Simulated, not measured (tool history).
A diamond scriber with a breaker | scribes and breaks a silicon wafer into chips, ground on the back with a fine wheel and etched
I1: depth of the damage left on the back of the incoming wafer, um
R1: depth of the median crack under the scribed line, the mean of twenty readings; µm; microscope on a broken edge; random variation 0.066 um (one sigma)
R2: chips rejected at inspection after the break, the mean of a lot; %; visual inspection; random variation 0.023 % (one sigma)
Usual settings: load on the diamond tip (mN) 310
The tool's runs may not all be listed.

Run 1, hour 0: usual settings; I1 0.55. Result: R1 7.77 µm, R2 0.58 %.
Run 2, hour 66.5: usual settings; I1 0.59. Result: R1 7.65 µm, R2 0.65 %.
At hour 70.4: load on the tip recalibrated.
Run 3, hour 95.5: usual settings; I1 0.74. Result: R1 7.64 µm, R2 0.72 %.
Run 4, hour 165.1: usual settings but load on the diamond tip (mN) 288; I1 0.61. Result: R1 7.19 µm, R2 2.4 %.
Run 5, hour 208.9: usual settings but load on the diamond tip (mN) 288; I1 0.44. Result: R1 7.14 µm, R2 2.51 %.
Run 6, hour 279.9: usual settings; I1 0.43. Result: R1 7.51 µm, R2 1.07 %.
Run 7, hour 316.7: usual settings but load on the diamond tip (mN) 262; I1 0.68. Result: R1 6.38 µm, R2 8.37 %.
Run 8, hour 372: usual settings; I1 0.74. Result: R1 7.38 µm, R2 1.49 %.
Run 9, hour 443.6: usual settings; I1 0.63. Result: R1 7.32 µm, R2 1.82 %.
Run 10, hour 504.1: usual settings; I1 0.68. Result: R1 7.29 µm, R2 1.94 %.
Run 11, hour 543.5: usual settings; I1 0.74. Result: R1 7.24 µm, R2 2.23 %.
At hour 553.5: diamond tip replaced by a new one.
Run 12, hour 568.2: usual settings; I1 0.34. Result: R1 6.32 µm, R2 7.1 %.
Run 13, hour 610.6: usual settings but load on the diamond tip (mN) 271; I1 0.38. Result: R1 5.6 µm, R2 16.46 %.
At hour 635.2: load on the tip recalibrated.
Run 14, hour 645.1: usual settings but load on the diamond tip (mN) 271; I1 0.64. Result: R1 5.51 µm, R2 17.32 %.
Run 15, hour 715.1: usual settings but load on the diamond tip (mN) 271; I1 0.77. Result: R1 5.6 µm, R2 19.93 %.
Run 16, hour 745.4: usual settings; I1 0.75. Result: R1 6.22 µm, R2 8.98 %.
At hour 774.4: diamond tip replaced by a new one, repeated, since the last time left the tool worse.
Run 17, hour 785.9: usual settings; I1 0.63. Result: R1 8.08 µm, R2 0.49 %.
Run 18, hour 823: usual settings; I1 0.5. Result: R1 7.82 µm, R2 0.46 %.
Run 19, hour 869.3: usual settings but load on the diamond tip (mN) 371; I1 0.69. Result: R1 9.18 µm, R2 3.27 %.
Run 20, hour 906.7: usual settings; I1 0.72. Result: R1 7.88 µm, R2 0.5 %.
Run 21, hour 937.9: usual settings but load on the diamond tip (mN) 359; I1 0.54. Result: R1 8.97 µm, R2 1.77 %.
Run 22, hour 988.6: usual settings but load on the diamond tip (mN) 384; I1 0.35. Result: R1 9.44 µm, R2 3.68 %.
Run 23, hour 1035.5: usual settings; I1 0.36. Result: R1 7.71 µm, R2 0.58 %.
Run 24, hour 1097.5: usual settings; I1 0.7. Result: R1 7.61 µm, R2 0.74 %.
Run 25, hour 1152.3: usual settings but load on the diamond tip (mN) 381; I1 0.32. Result: R1 9.13 µm, R2 2.63 %.
Run 26, hour 1179.9: usual settings but load on the diamond tip (mN) 265; I1 0.45. Result: R1 6.62 µm, R2 6.08 %.
Run 27, hour 1221.9: usual settings; I1 0.39. Result: R1 7.49 µm, R2 0.98 %.
At hour 1238.6: load on the tip recalibrated.
Run 28, hour 1279.5: usual settings; I1 0.49. Result: R1 7.46 µm, R2 1.03 %.
Run 29, hour 1329.5: usual settings but load on the diamond tip (mN) 267; I1 0.79. Result: R1 6.39 µm, R2 7.05 %.
Run 30, hour 1372.8: usual settings but load on the diamond tip (mN) 397; I1 0.52. Result: R1 9.11 µm, R2 2.97 %.
Run 31, hour 1402.7: usual settings but load on the diamond tip (mN) 286; I1 0.38. Result: R1 6.8 µm, R2 3.84 %.
Run 32, hour 1450.3: usual settings but load on the diamond tip (mN) 226; I1 0.62. Result: R1 5.43 µm, R2 19.77 %.
At hour 1511.2: diamond tip replaced by a new one.
Run 33, hour 1517.7: usual settings but load on the diamond tip (mN) 220; I1 0.54. Result: R1 5.72 µm, R2 15.15 %.
Run 34, hour 1563.2: usual settings but load on the diamond tip (mN) 367; I1 0.61. Result: R1 9.07 µm, R2 3.08 %.
Run 35, hour 1602.1: usual settings but load on the diamond tip (mN) 264; I1 0.4. Result: R1 6.8 µm, R2 3.9 %.
Run 36, hour 1628.9: usual settings but load on the diamond tip (mN) 257; I1 0.5. Result: R1 6.61 µm, R2 6.07 %.
Run 37, hour 1699.8: usual settings but load on the diamond tip (mN) 368; I1 0.42. Result: R1 8.94 µm, R2 2.73 %.

4 ways to go on from here, each from the tool as it stands after run 37. What would each give?
Run A, hour 1700.3: usual settings; I1 0.67. Result: R1 ?, R2 ?.
Run B, hour 1700.3: usual settings but load on the diamond tip (mN) 354; I1 0.67. Result: R1 ?, R2 ?.
Run C, hour 1700.3: usual settings but load on the diamond tip (mN) 253; I1 0.67. Result: R1 ?, R2 ?.
Run D, hour 1700.3: usual settings but load on the diamond tip (mN) 378; I1 0.67. Result: R1 ?, R2 ?.

run    R1    R2
  A  7.73  0.58
  B  8.67  1.46
  C  6.41  6.87
  D  9.17  3.17
Without the tool's hidden state the same runs would have given:
run    R1    R2
  A  7.96  0.45
  B  8.94  2.29
  C   6.6  5.26
  D  9.44  4.44
